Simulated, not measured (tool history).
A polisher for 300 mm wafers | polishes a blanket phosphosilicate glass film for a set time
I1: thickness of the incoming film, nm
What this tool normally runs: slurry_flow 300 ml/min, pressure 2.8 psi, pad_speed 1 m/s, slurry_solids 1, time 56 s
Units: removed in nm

{"run": 1, "hour": 0.0, "slurry_flow": 300, "pressure": 2.8, "pad_speed": 1, "slurry_solids": 1, "time": 56, "I1": 3655.5, "removed": 457.2}
{"run": 2, "hour": 23.6, "slurry_flow": 300, "pressure": 2.8, "pad_speed": 1, "slurry_solids": 1, "time": 56, "I1": 3677.1, "removed": 458.4}
{"run": 3, "hour": 41.4, "slurry_flow": 300, "pressure": 2.8, "pad_speed": 1, "slurry_solids": 1, "time": 49, "I1": 3724.4, "removed": 401.6}
{"hour": 46.6, "done": "worn pad replaced by a new one"}
{"run": 4, "hour": 61.8, "slurry_flow": 350, "pressure": 3.2, "pad_speed": 1, "slurry_solids": 0.85, "time": 46, "I1": 3645.9, "removed": 384.4}
{"hour": 84.4, "done": "head pressure recalibrated"}
{"run": 5, "hour": 84.9, "slurry_flow": 270, "pressure": 2.8, "pad_speed": 1, "slurry_solids": 1, "time": 70, "I1": 3686.3, "removed": 567}
{"run": 6, "hour": 99.9, "slurry_flow": 380, "pressure": 3.3, "pad_speed": 1, "slurry_solids": 1.25, "time": 56, "I1": 3666.6, "removed": 627.9}
{"run": 7, "hour": 132.7, "slurry_flow": 300, "pressure": 2.8, "pad_speed": 1, "slurry_solids": 1, "time": 56, "I1": 3650.2, "removed": 458.4}
{"hour": 139.1, "done": "conditioning disc replaced and pad reconditioned"}
{"run": 8, "hour": 163.7, "slurry_flow": 300, "pressure": 2.8, "pad_speed": 1, "slurry_solids": 1, "time": 56, "I1": 3656.2, "removed": 463.6}
{"hour": 182.3, "done": "slurry blender recalibrated"}
{"run": 9, "hour": 194.2, "slurry_flow": 300, "pressure": 2.8, "pad_speed": 0.7, "slurry_solids": 1, "time": 56, "I1": 3718.3, "removed": 357.3}
{"run": 10, "hour": 228.6, "slurry_flow": 300, "pressure": 2.8, "pad_speed": 1.1, "slurry_solids": 1.2, "time": 56, "I1": 3625, "removed": 555.4}
{"run": 11, "hour": 258.1, "slurry_flow": 300, "pressure": 2.8, "pad_speed": 1, "slurry_solids": 1, "time": 36, "I1": 3665.3, "removed": 294.8}
{"run": 12, "hour": 280.1, "slurry_flow": 300, "pressure": 2.8, "pad_speed": 1, "slurry_solids": 1, "time": 56, "I1": 3656.7, "removed": 456.2}
{"hour": 281.4, "done": "slurry nozzle cleaned"}
{"hour": 289.4, "done": "worn pad replaced by a new one"}
{"run": 13, "hour": 296.7, "slurry_flow": 300, "pressure": 3.5, "pad_speed": 1, "slurry_solids": 1, "time": 40, "I1": 3619.8, "removed": 405.7}
{"run": 14, "hour": 318.7, "slurry_flow": 220, "pressure": 2.8, "pad_speed": 1, "slurry_solids": 1, "time": 56, "I1": 3609.4, "removed": 443.6}
{"run": 15, "hour": 349.7, "slurry_flow": 300, "pressure": 3.3, "pad_speed": 1, "slurry_solids": 1, "time": 56, "I1": 3678.6, "removed": 528.1}
{"run": 16, "hour": 376.2, "slurry_flow": 300, "pressure": 2.8, "pad_speed": 1.2, "slurry_solids": 1, "time": 56, "I1": 3650.1, "removed": 527.9}
{"run": 17, "hour": 405.7, "slurry_flow": 245, "pressure": 2.8, "pad_speed": 0.66, "slurry_solids": 1, "time": 49, "I1": 3655.8, "removed": 280.3}

Run 18 is up next; what results do you expect?
{"hour": 417.8, "done": "conditioning disc replaced and pad reconditioned"}
{"run": 18, "hour": 418.2, "slurry_flow": 350, "pressure": 3.7, "pad_speed": 1.32, "slurry_solids": 0.85, "time": 56, "I1": 3698.7, "removed": "?"}

removed: 706 nm
With no hidden state in the tool, this same run would have given removed 708.7 nm.
